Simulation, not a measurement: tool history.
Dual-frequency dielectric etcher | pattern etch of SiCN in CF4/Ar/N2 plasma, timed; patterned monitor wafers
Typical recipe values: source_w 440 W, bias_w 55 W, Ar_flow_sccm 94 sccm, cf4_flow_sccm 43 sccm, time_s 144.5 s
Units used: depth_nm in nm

run	hour	source_w	bias_w	Ar_flow_sccm	cf4_flow_sccm	time_s	wafers since the last listed run	hours since the last wet clean	hours since the last source power generator calibration	hours since the last bias power generator calibration	hours since the last Ar flow controller change	hours since the last CF4 flow controller change	hours since the last upper electrode change	hours since the gauge calibration	read-back reference wafer on the same gauge, depth_nm	depth_nm
1	0.0	410	55	94	43	144.5	0	207.8	2745.7	1123.6	2067.8	3977.7	350.1	89.7	113.5	88.0
2	30.8	410	55	94	43	144.5	296	238.6	2776.5	1154.4	2098.6	4008.5	380.9	120.5	113.5	88.0
3	77.0	440	55	94	43	144.5	444	284.8	2822.7	1200.6	2144.8	4054.7	427.1	166.7	113.3	92.1
# hour 116.1: CF4 flow controller replaced
4	134.3	340	55	106	43	144.5	493	342.1	2880.0	1257.9	2202.1	18.2	484.4	224.0	113.7	74.4
5	180.8	440	55	94	43	144.5	447	388.6	2926.5	1304.4	2248.6	64.7	530.9	270.5	113.3	91.9
6	213.1	440	50	94	50	144.5	310	420.9	2958.8	1336.7	2280.9	97.0	563.2	302.8	113.6	89.4
7	240.6	440	55	94	43	144.5	264	448.4	2986.3	1364.2	2308.4	124.5	590.7	330.3	113.6	92.3
8	302.3	440	60	94	48	144.5	593	510.1	3048.0	1425.9	2370.1	186.2	652.4	392.0	113.6	96.6
9	337.5	400	55	82	43	144.5	338	545.3	3083.2	1461.1	2405.3	221.4	687.6	427.2	113.7	85.1
# hour 374.9: wet clean of the chamber
10	375.4	440	55	94	36	101.5	133	0.5	3121.1	1499.0	2443.2	259.3	725.5	465.1	113.6	64.8
11	437.2	440	55	94	43	144.5	594	62.3	3182.9	1560.8	2505.0	321.1	787.3	526.9	113.5	94.1
# hour 456.4: bias power generator calibrated
12	465.8	440	42	115	43	156.0	236	90.9	3211.5	9.4	2533.6	349.7	815.9	555.5	113.6	86.4
# hour 477.9: source power generator calibrated
# hour 485.9: Ar flow controller replaced
13	535.6	440	55	94	50	182.0	575	160.7	57.7	79.2	49.7	419.5	885.7	625.3	113.6	121.0
14	583.8	440	55	94	43	144.5	463	208.9	105.9	127.4	97.9	467.7	933.9	673.5	113.7	93.1
15	617.3	440	45	83	40	144.5	322	242.4	139.4	160.9	131.4	501.2	967.4	707.0	113.7	85.8
16	671.3	440	45	94	53	144.5	519	296.4	193.4	214.9	185.4	555.2	1021.4	761.0	113.4	86.3
17	726.7	340	42	94	48	180.5	533	351.8	248.8	270.3	240.8	610.6	1076.8	816.4	113.7	83.2
18	781.8	370	48	94	43	144.5	530	406.9	303.9	325.4	295.9	665.7	1131.9	871.5	113.6	74.7
19	809.0	470	44	94	35	122.0	261	434.1	331.1	352.6	323.1	692.9	1159.1	898.7	113.5	71.6
# hour 873.4: wet clean of the chamber
20	873.9	340	55	70	43	144.5	393	0.5	396.0	417.5	388.0	757.8	1224.0	963.6	113.4	79.5

Below are 5 alternative next runs, each starting from the tool's condition after run 20. Predict each:
A	874.4	360	55	94	43	144.5	4	1.0	396.5	418.0	388.5	758.3	1224.5	964.1	?	?
B	874.4	440	55	94	43	183.0	4	1.0	396.5	418.0	388.5	758.3	1224.5	964.1	?	?
C	874.4	380	59	94	43	144.5	4	1.0	396.5	418.0	388.5	758.3	1224.5	964.1	?	?
D	874.4	440	43	81	34	144.5	4	1.0	396.5	418.0	388.5	758.3	1224.5	964.1	?	?
E	874.4	440	55	94	52	144.5	4	1.0	396.5	418.0	388.5	758.3	1224.5	964.1	?	?

run	read-back reference wafer on the same gauge, depth_nm	depth_nm
A	113.7	81.3
B	113.7	121.4
C	113.7	87.9
D	113.7	84.2
E	113.7	98.1
What these runs would have given with no unlogged condition in the tool:
run	depth_nm
A	81.3
B	121.3
C	87.8
D	84.1
E	98.0

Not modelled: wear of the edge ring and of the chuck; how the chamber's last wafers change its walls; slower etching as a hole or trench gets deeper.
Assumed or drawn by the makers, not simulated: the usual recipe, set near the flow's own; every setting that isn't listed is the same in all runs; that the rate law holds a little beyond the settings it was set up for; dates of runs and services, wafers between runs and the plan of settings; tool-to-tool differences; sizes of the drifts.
